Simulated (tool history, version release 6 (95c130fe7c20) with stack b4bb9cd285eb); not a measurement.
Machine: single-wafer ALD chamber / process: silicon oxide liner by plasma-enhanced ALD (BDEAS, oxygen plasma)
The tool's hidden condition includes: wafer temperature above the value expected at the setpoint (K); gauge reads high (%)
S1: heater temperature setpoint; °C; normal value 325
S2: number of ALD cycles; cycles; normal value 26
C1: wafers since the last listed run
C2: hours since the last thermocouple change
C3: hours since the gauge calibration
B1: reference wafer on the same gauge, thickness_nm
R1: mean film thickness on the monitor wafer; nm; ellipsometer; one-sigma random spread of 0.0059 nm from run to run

Run 1, hour 0.0: usual settings but S2 29 cycles; C1 0; C2 1902.3; C3 949.2; B1 2.121. Result: R1 2.635 nm.
Run 2, hour 156.2: usual settings; C1 1952; C2 2058.5; C3 1105.4; B1 2.120. Result: R1 2.358 nm.
Run 3, hour 215.6: usual settings; C1 742; C2 2117.9; C3 1164.8; B1 2.119. Result: R1 2.364 nm.
Run 4, hour 262.1: usual settings; C1 581; C2 2164.4; C3 1211.3; B1 2.119. Result: R1 2.356 nm.
Run 5, hour 314.1: usual settings; C1 649; C2 2216.4; C3 1263.3; B1 2.120. Result: R1 2.357 nm.
Run 6, hour 383.0: usual settings; C1 861; C2 2285.3; C3 1332.2; B1 2.120. Result: R1 2.354 nm.
Run 7, hour 431.5: usual settings but S2 23 cycles; C1 606; C2 2333.8; C3 1380.7; B1 2.120. Result: R1 2.094 nm.
Run 8, hour 456.6: usual settings; C1 313; C2 2358.9; C3 1405.8; B1 2.121. Result: R1 2.351 nm.
Run 9, hour 490.1: usual settings; C1 418; C2 2392.4; C3 1439.3; B1 2.119. Result: R1 2.352 nm.
Run 10, hour 530.9: usual settings; C1 509; C2 2433.2; C3 1480.1; B1 2.119. Result: R1 2.357 nm.
Run 11, hour 601.2: usual settings; C1 878; C2 2503.5; C3 1550.4; B1 2.120. Result: R1 2.351 nm.
Run 12, hour 662.1: usual settings; C1 761; C2 2564.4; C3 1611.3; B1 2.118. Result: R1 2.358 nm.
Run 13, hour 708.8: usual settings; C1 583; C2 2611.1; C3 1658.0; B1 2.120. Result: R1 2.357 nm.
At hour 735.3: thermocouple changed; heater temperature recalibrated.
Run 14, hour 737.9: usual settings but S1 322 °C; C1 263; C2 2.6; C3 1687.1; B1 2.120. Result: R1 2.362 nm.
Run 15, hour 784.4: usual settings but S1 335 °C; C1 581; C2 49.1; C3 1733.6; B1 2.120. Result: R1 2.315 nm.
Run 16, hour 826.4: usual settings but S1 337 °C, S2 27 cycles; C1 524; C2 91.1; C3 1775.6; B1 2.119. Result: R1 2.382 nm.
Run 17, hour 865.7: usual settings but S1 337 °C, S2 27 cycles; C1 491; C2 130.4; C3 1814.9; B1 2.120. Result: R1 2.407 nm.
Run 18, hour 894.3: usual settings; C1 357; C2 159.0; C3 1843.5; B1 2.120. Result: R1 2.350 nm.
Run 19, hour 946.5: usual settings; C1 652; C2 211.2; C3 1895.7; B1 2.119. Result: R1 2.359 nm.
Run 20, hour 996.1: usual settings but S1 334 °C; C1 619; C2 260.8; C3 1945.3; B1 2.120. Result: R1 2.316 nm.
Run 21, hour 1068.0: usual settings but S1 334 °C; C1 898; C2 332.7; C3 2017.2; B1 2.120. Result: R1 2.322 nm.
Run 22, hour 1135.8: usual settings but S1 316 °C, S2 21 cycles; C1 847; C2 400.5; C3 2085.0; B1 2.119. Result: R1 1.930 nm.
Run 23, hour 1159.9: usual settings but S1 336 °C; C1 301; C2 424.6; C3 2109.1; B1 2.120. Result: R1 2.300 nm.
Run 24, hour 1221.5: usual settings but S1 311 °C, S2 22 cycles; C1 769; C2 486.2; C3 2170.7; B1 2.120. Result: R1 2.028 nm.
Run 25, hour 1245.9: usual settings but S1 332 °C, S2 30 cycles; C1 304; C2 510.6; C3 2195.1; B1 2.120. Result: R1 2.678 nm.
At hour 1274.3: gauge calibrated.
Run 26, hour 1317.3: usual settings but S1 337 °C, S2 24 cycles; C1 892; C2 582.0; C3 43.0; B1 2.119. Result: R1 2.126 nm.
Run 27, hour 1479.0: usual settings but S1 330 °C, S2 28 cycles; C1 2020; C2 743.7; C3 204.7; B1 2.119. Result: R1 2.527 nm.
Run 28, hour 1509.6: usual settings; C1 382; C2 774.3; C3 235.3; B1 2.121. Result: R1 2.360 nm.
Run 29, hour 1542.9: usual settings; C1 416; C2 807.6; C3 268.6; B1 2.118. Result: R1 2.355 nm.
Run 30, hour 1617.2: usual settings; C1 928; C2 881.9; C3 342.9; B1 2.120. Result: R1 2.363 nm.
Run 31, hour 1656.5: usual settings but S1 312 °C; C1 491; C2 921.2; C3 382.2; B1 2.120. Result: R1 2.404 nm.
Run 32, hour 1699.8: usual settings but S1 332 °C, S2 28 cycles; C1 541; C2 964.5; C3 425.5; B1 2.121. Result: R1 2.511 nm.
Run 33, hour 1742.4: usual settings but S1 311 °C, S2 24 cycles; C1 532; C2 1007.1; C3 468.1; B1 2.120. Result: R1 2.220 nm.
Run 34, hour 1778.2: usual settings but S2 24 cycles; C1 447; C2 1042.9; C3 503.9; B1 2.121. Result: R1 2.180 nm.
Run 35, hour 1837.9: usual settings but S1 332 °C, S2 30 cycles; C1 746; C2 1102.6; C3 563.6; B1 2.120. Result: R1 2.674 nm.
Run 36, hour 1901.5: usual settings; C1 794; C2 1166.2; C3 627.2; B1 2.121. Result: R1 2.346 nm.
Run 37, hour 1952.4: usual settings but S1 332 °C, S2 23 cycles; C1 636; C2 1217.1; C3 678.1; B1 2.120. Result: R1 2.057 nm.
Run 38, hour 2008.9: usual settings; C1 706; C2 1273.6; C3 734.6; B1 2.121. Result: R1 2.342 nm.
Run 39, hour 2173.0: usual settings; C1 2050; C2 1437.7; C3 898.7; B1 2.120. Result: R1 2.356 nm.
Run 40, hour 2216.4: usual settings but S1 318 °C, S2 24 cycles; C1 542; C2 1481.1; C3 942.1; B1 2.121. Result: R1 2.190 nm.
Run 41, hour 2258.7: usual settings but S1 340 °C, S2 28 cycles; C1 528; C2 1523.4; C3 984.4; B1 2.120. Result: R1 2.466 nm.
Run 42, hour 2322.3: usual settings but S1 311 °C; C1 794; C2 1587.0; C3 1048.0; B1 2.119. Result: R1 2.410 nm.
Run 43, hour 2360.3: usual settings but S1 338 °C, S2 24 cycles; C1 474; C2 1625.0; C3 1086.0; B1 2.119. Result: R1 2.129 nm.

Each row is a separate what-if for the run after 43, all from the same tool condition, not one after another. Results?
Run A, hour 2360.7: usual settings; C1 4; C2 1625.4; C3 1086.4; B1 ?. Result: R1 ?.
Run B, hour 2360.7: usual settings but S1 338 °C; C1 4; C2 1625.4; C3 1086.4; B1 ?. Result: R1 ?.
Run C, hour 2360.7: usual settings but S1 331 °C, S2 24 cycles; C1 4; C2 1625.4; C3 1086.4; B1 ?. Result: R1 ?.
Run D, hour 2360.7: usual settings but S1 335 °C, S2 21 cycles; C1 4; C2 1625.4; C3 1086.4; B1 ?. Result: R1 ?.

run     B1     R1
  A  2.120  2.355
  B  2.120  2.306
  C  2.120  2.153
  D  2.120  1.872
Stripped of hidden state, with their random variation kept, the same runs would have yielded:
run     R1
  A  2.355
  B  2.306
  C  2.153
  D  1.872
